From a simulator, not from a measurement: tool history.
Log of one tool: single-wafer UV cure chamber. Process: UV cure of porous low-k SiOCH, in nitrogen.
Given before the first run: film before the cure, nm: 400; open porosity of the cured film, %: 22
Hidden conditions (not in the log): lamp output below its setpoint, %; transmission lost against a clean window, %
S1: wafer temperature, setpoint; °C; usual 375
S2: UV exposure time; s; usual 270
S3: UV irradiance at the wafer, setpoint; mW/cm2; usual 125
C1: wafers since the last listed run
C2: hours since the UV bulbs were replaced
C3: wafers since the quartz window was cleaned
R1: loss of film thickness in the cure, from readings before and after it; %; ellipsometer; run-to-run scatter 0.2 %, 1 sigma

run   hour   S1   S2   S3   C1      C2    C3      R1
  1    0.0  375  270  125    0  1216.6   910  13.295
  2   16.1  375  270  125   99  1232.7  1010  13.158
      33.1  -- quartz window cleaned
  3   39.0  375  270  125   92  1255.6    36  13.028
  4   66.2  375  270  125  168  1282.8   204  13.559
  5   95.5  380  270  125  181  1312.1   386  13.451
  6  121.3  380  270  125  159  1337.9   546  13.411
  7  152.9  380  270  125  195  1369.5   742  13.174
     187.9  -- UV bulbs replaced
  8  188.4  375  270  125  170     0.5   912  13.339
  9  195.9  375  270  125   46     8.0   958  13.041
     209.3  -- quartz window cleaned
 10  238.6  375  115  125  215    50.7   181   9.488
 11  255.7  383  270  112  105    67.8   287  12.859
 12  286.5  390  365  125  190    98.6   478  15.262
 13  366.3  387  370  110  494   178.4   972  14.460
     392.5  -- quartz window cleaned
 14  393.0  394  270  105  115   205.1     3  12.674
 15  423.5  375  270  137  188   235.6   192  13.650
 16  456.6  383  270   94  205   268.7   397  12.096

For each entry between runs, how does the tool's hidden state at the last listed run before it compare with that at the first listed run after it?
In the gap between runs 2 and 3: quartz window cleaned (hour 33.1)
  nothing in the hidden state changes from one run to the other
In the gap between runs 7 and 8: UV bulbs replaced (hour 187.9)
  nothing in the hidden state changes from one run to the other
In the gap between runs 9 and 10: quartz window cleaned (hour 209.3)
  nothing in the hidden state changes from one run to the other
In the gap between runs 13 and 14: quartz window cleaned (hour 392.5)
  nothing in the hidden state changes from one run to the other

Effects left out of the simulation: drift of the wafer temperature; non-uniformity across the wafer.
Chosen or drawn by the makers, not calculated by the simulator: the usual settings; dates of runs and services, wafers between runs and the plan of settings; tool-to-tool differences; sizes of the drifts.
